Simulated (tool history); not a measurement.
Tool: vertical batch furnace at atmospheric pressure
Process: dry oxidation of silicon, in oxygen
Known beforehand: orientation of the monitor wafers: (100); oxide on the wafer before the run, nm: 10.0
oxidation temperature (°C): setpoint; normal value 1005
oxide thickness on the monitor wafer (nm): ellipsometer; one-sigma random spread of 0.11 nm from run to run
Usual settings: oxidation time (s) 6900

run,day,oxidation temperature (°C),oxidation time (s),wafers since the last listed run,hours since the last temperature calibration,hours since the boat lift was adjusted,hours since the gauge calibration,"read-back reference wafer on the same gauge, thickness",oxide thickness on the monitor wafer (nm)
1,0,1005,6900,0,4400,2584.7,85.8,63.39,74.98
2,1.004,1005,6900,272,4424.1,2608.8,109.9,63.41,75.16
3,1.979,1005,6900,264,4447.5,2632.2,133.3,63.39,75.18
4,2.933,1015,6900,259,4470.4,2655.1,156.2,63.4,82.14
5,4.338,1005,6900,381,4504.1,2688.8,189.9,63.42,75.43
6,4.979,1005,6900,174,4519.5,2704.2,205.3,63.42,75.2
7,6.15,1005,6900,318,4547.6,2732.3,233.4,63.41,75.34
8,7.262,1005,6900,302,4574.3,2759,260.1,63.39,75.53
# day 9.004: thermocouples replaced and temperature profile calibrated
9,9.025,1005,5940,207,0.5,2801.3,302.4,63.39,64.56
# day 9.575: gauge calibrated
# day 10.492: boat lift adjusted
10,10.512,987,3750,132,36.2,0.5,22.5,63.4,40.87
11,10.738,991,9030,61,41.6,5.9,27.9,63.39,75.09
12,11.596,985,3930,233,62.2,26.5,48.5,63.37,41.47
13,12.612,1005,8940,276,86.6,50.9,72.9,63.37,84.81
14,13.783,1005,6900,318,114.7,79,101,63.39,71.42
15,14.312,1022,6000,143,127.4,91.7,113.7,63.39,75.91
16,15.458,991,8490,311,154.9,119.2,141.2,63.4,72
17,16.842,1012,6900,375,188.1,152.4,174.4,63.39,76.23
18,17.375,1005,6900,144,200.9,165.2,187.2,63.41,71.59
19,18.342,997,9120,262,224.1,188.4,210.4,63.39,80.15

Hidden state at the last listed run before each entry between runs and at the first one after, where it differs:
Run 8 -> run 9: thermocouples replaced and temperature profile calibrated (day 9.004)
  true tube temperature minus thermocouple reading, K: 6.07 -> 0.0819
  measured value less the no-hidden-state value, oxide thickness on the monitor wafer (nm): +4.08 -> +0.05
Run 9 -> run 10: gauge calibrated (day 9.575); boat lift adjusted (day 10.492)
  true tube temperature minus thermocouple reading, K: 0.0819 -> 0.125
  measured value less the no-hidden-state value, oxide thickness on the monitor wafer (nm): +0.05 -> +0.05
